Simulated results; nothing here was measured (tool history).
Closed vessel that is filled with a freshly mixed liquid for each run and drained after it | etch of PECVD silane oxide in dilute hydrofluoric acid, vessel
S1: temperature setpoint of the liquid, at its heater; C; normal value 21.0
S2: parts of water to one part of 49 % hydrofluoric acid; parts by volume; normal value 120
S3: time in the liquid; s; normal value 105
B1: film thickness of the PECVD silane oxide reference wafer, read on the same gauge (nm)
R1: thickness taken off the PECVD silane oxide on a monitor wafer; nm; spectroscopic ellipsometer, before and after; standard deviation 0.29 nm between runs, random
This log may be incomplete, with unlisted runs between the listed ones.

| run | hour | S1 | S2 | S3 | B1 | R1 |
|---|---|---|---|---|---|---|
| 1 | 0.0 | 21.0 | 120 | 105 | 130.00 | 27.57 |
| 2 | 90.4 | 21.0 | 120 | 105 | 130.01 | 26.90 |
|  | 150.9 | hydrofluoric acid flow meter replaced |
| 3 | 196.6 | 21.0 | 120 | 105 | 130.00 | 28.59 |
| 4 | 444.4 | 21.0 | 120 | 65 | 129.99 | 17.29 |
| 5 | 532.2 | 18.0 | 120 | 105 | 130.01 | 23.99 |
| 6 | 609.1 | 21.0 | 120 | 105 | 130.01 | 27.05 |
| 7 | 716.6 | 21.0 | 120 | 105 | 129.99 | 26.76 |
|  | 758.1 | hydrofluoric acid flow meter replaced |
| 8 | 781.9 | 21.0 | 120 | 105 | 130.00 | 28.72 |
| 9 | 832.9 | 21.0 | 120 | 105 | 130.01 | 28.10 |
| 10 | 869.8 | 21.0 | 90 | 105 | 130.02 | 37.92 |
| 11 | 910.3 | 21.0 | 120 | 105 | 130.01 | 27.78 |
| 12 | 947.4 | 24.0 | 150 | 85 | 130.02 | 19.48 |
| 13 | 986.0 | 21.0 | 120 | 65 | 130.02 | 17.03 |
| 14 | 1075.9 | 21.0 | 150 | 145 | 129.99 | 29.46 |
| 15 | 1133.6 | 21.0 | 140 | 80 | 130.00 | 17.11 |
|  | 1152.7 | gauge calibrated |
|  | 1205.3 | thermometer replaced |
| 16 | 1222.4 | 21.0 | 120 | 105 | 130.02 | 28.63 |
|  | 1393.2 | hydrofluoric acid flow meter replaced |
| 17 | 1527.2 | 19.0 | 120 | 85 | 130.00 | 22.02 |
| 18 | 1603.1 | 21.0 | 145 | 125 | 130.01 | 28.16 |

5 options for the next run, each taken on its own from the tool as it stands now. Forecast them:
| A | 1603.8 | 21.0 | 120 | 105 | ? | ? |
| B | 1603.8 | 24.0 | 165 | 165 | ? | ? |
| C | 1603.8 | 21.0 | 120 | 40 | ? | ? |
| D | 1603.8 | 19.5 | 135 | 75 | ? | ? |
| E | 1603.8 | 24.5 | 180 | 65 | ? | ? |

| run | B1 | R1 |
|---|---|---|
| A | 129.98 | 29.79 |
| B | 129.98 | 36.41 |
| C | 129.98 | 11.35 |
| D | 129.98 | 17.51 |
| E | 129.98 | 13.17 |
With the hidden condition removed and each run's random variation left untouched, the same runs would have given:
| run | R1 |
|---|---|
| A | 31.54 |
| B | 38.54 |
| C | 12.02 |
| D | 18.55 |
| E | 13.94 |
